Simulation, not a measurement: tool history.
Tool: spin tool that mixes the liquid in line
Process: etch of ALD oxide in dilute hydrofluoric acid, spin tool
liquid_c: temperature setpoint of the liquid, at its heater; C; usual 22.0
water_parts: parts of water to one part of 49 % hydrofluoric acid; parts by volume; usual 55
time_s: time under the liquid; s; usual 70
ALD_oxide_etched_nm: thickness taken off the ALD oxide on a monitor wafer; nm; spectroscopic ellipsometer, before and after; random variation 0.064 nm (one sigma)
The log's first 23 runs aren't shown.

run,day,liquid_c,water_parts,time_s,wafers since the last listed run,hours since the thermometer was replaced,hours since the hydrofluoric acid flow meter was replaced,hours since the gauge calibration,"read-back film thickness of the ALD oxide reference wafer, read on the same gauge (nm)",ALD_oxide_etched_nm
24,44.488,22.0,85,70,234,226.3,236.4,185.1,139.99,8.03
25,45.842,26.5,55,70,260,258.8,268.9,217.6,140.01,15.54
26,47.346,26.5,35,90,289,294.9,305.0,253.7,140.00,32.05
27,50.162,24.0,55,35,541,362.5,372.6,321.3,140.00,7.06
28,51.704,25.5,35,70,296,399.5,409.6,358.3,140.00,23.90
29,53.188,18.5,35,110,285,435.1,445.2,393.9,140.00,28.00
30,54.508,26.5,55,70,253,466.8,476.9,425.6,139.99,15.43
31,56.679,22.0,55,70,417,518.9,529.0,477.7,140.00,12.87
32,59.217,25.5,55,70,487,579.8,589.9,538.6,140.00,14.93

3 ways to go on from here, each from the tool as it stands after run 32. What would each give?
A,59.233,22.0,55,70,3,580.2,590.3,539.0,?,?
B,59.233,22.0,55,100,3,580.2,590.3,539.0,?,?
C,59.233,24.0,70,95,3,580.2,590.3,539.0,?,?

run,"read-back film thickness of the ALD oxide reference wafer, read on the same gauge (nm)",ALD_oxide_etched_nm
A,139.99,12.93
B,139.99,18.47
C,139.99,14.69
Without the tool's hidden state the same runs would have given:
run,ALD_oxide_etched_nm
A,12.93
B,18.47
C,14.69
